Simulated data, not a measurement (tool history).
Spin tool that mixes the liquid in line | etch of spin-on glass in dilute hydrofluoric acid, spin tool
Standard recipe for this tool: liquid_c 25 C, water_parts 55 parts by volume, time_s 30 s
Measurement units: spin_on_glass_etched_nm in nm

| run | hour | liquid_c | water_parts | time_s | wafers since the last listed run | hours since the thermometer was replaced | hours since the hydrofluoric acid flow meter was replaced | hours since the gauge calibration | read-back film thickness of the spin-on glass reference wafer, read on the same gauge (nm) | spin_on_glass_etched_nm |
|---|---|---|---|---|---|---|---|---|---|---|
| 1 | 0 | 25 | 55 | 30 | 0 | 972 | 515.5 | 559.5 | 90 | 21.19 |
| 2 | 56.8 | 25 | 55 | 30 | 774 | 1028.8 | 572.3 | 616.3 | 89.98 | 21.18 |
| 3 | 88 | 25 | 55 | 20 | 425 | 1060 | 603.5 | 647.5 | 90.02 | 14.04 |
| 4 | 130.7 | 25 | 55 | 20 | 581 | 1102.7 | 646.2 | 690.2 | 89.99 | 14.17 |
| 5 | 166 | 26 | 55 | 30 | 481 | 1138 | 681.5 | 725.5 | 90.04 | 22.31 |
| 6 | 226.9 | 26 | 55 | 30 | 829 | 1198.9 | 742.4 | 786.4 | 90 | 22.15 |
| 7 | 285.5 | 26 | 55 | 30 | 798 | 1257.5 | 801 | 845 | 89.99 | 21.93 |
| 8 | 343.8 | 27 | 65 | 30 | 794 | 1315.8 | 859.3 | 903.3 | 90.04 | 19.83 |
|  | 480.2 | gauge calibrated |
| 9 | 488.3 | 25 | 55 | 30 | 1969 | 1460.3 | 1003.8 | 8.1 | 90 | 21.81 |
| 10 | 527.6 | 25 | 55 | 30 | 535 | 1499.6 | 1043.1 | 47.4 | 90.03 | 21.93 |
| 11 | 650.2 | 25 | 55 | 30 | 1670 | 1622.2 | 1165.7 | 170 | 90.02 | 22.09 |
| 12 | 691.5 | 25 | 55 | 30 | 562 | 1663.5 | 1207 | 211.3 | 89.97 | 22.12 |
| 13 | 763.3 | 21 | 45 | 20 | 978 | 1735.3 | 1278.8 | 283.1 | 90.03 | 15.42 |
| 14 | 790.7 | 26.5 | 55 | 30 | 373 | 1762.7 | 1306.2 | 310.5 | 90 | 23.4 |
| 15 | 831.5 | 20.5 | 35 | 50 | 556 | 1803.5 | 1347 | 351.3 | 89.98 | 49.54 |
|  | 859 | hydrofluoric acid flow meter replaced |
| 16 | 890.1 | 25 | 55 | 30 | 784 | 1862.1 | 31.1 | 409.9 | 90 | 22.54 |
| 17 | 953.7 | 25 | 55 | 30 | 866 | 1925.7 | 94.7 | 473.5 | 90.03 | 22.09 |
|  | 976.7 | thermometer replaced |
| 18 | 1025.7 | 25 | 35 | 35 | 967 | 49 | 166.7 | 545.5 | 89.97 | 37.97 |
| 19 | 1065.3 | 25 | 55 | 30 | 539 | 88.6 | 206.3 | 585.1 | 90 | 20.59 |
| 20 | 1117.4 | 25 | 55 | 30 | 710 | 140.7 | 258.4 | 637.2 | 89.95 | 20.47 |
| 21 | 1180.6 | 29.5 | 85 | 30 | 861 | 203.9 | 321.6 | 700.4 | 90.02 | 15.18 |
| 22 | 1222.5 | 23.5 | 40 | 15 | 571 | 245.8 | 363.5 | 742.3 | 89.98 | 13.62 |
| 23 | 1270.1 | 25 | 55 | 30 | 648 | 293.4 | 411.1 | 789.9 | 90.03 | 20.66 |
| 24 | 1305.7 | 27 | 55 | 45 | 485 | 329 | 446.7 | 825.5 | 89.98 | 32.8 |

What if the next run were any one of these 5? Each begins from the tool's condition after run 24:
| A | 1306.1 | 25 | 55 | 35 | 5 | 329.4 | 447.1 | 825.9 | ? | ? |
| B | 1306.1 | 27.5 | 80 | 20 | 5 | 329.4 | 447.1 | 825.9 | ? | ? |
| C | 1306.1 | 25 | 80 | 30 | 5 | 329.4 | 447.1 | 825.9 | ? | ? |
| D | 1306.1 | 25 | 55 | 50 | 5 | 329.4 | 447.1 | 825.9 | ? | ? |
| E | 1306.1 | 27 | 70 | 15 | 5 | 329.4 | 447.1 | 825.9 | ? | ? |

| run | read-back film thickness of the spin-on glass reference wafer, read on the same gauge (nm) | spin_on_glass_etched_nm |
|---|---|---|
| A | 90.01 | 24.38 |
| B | 90.01 | 10.22 |
| C | 90.01 | 13.89 |
| D | 90.01 | 34.83 |
| E | 90.01 | 8.71 |
The same runs, with their run-to-run variation unchanged, on a tool lacking any hidden condition would have given:
| run | spin_on_glass_etched_nm |
|---|---|
| A | 23.92 |
| B | 10.03 |
| C | 13.64 |
| D | 34.17 |
| E | 8.55 |
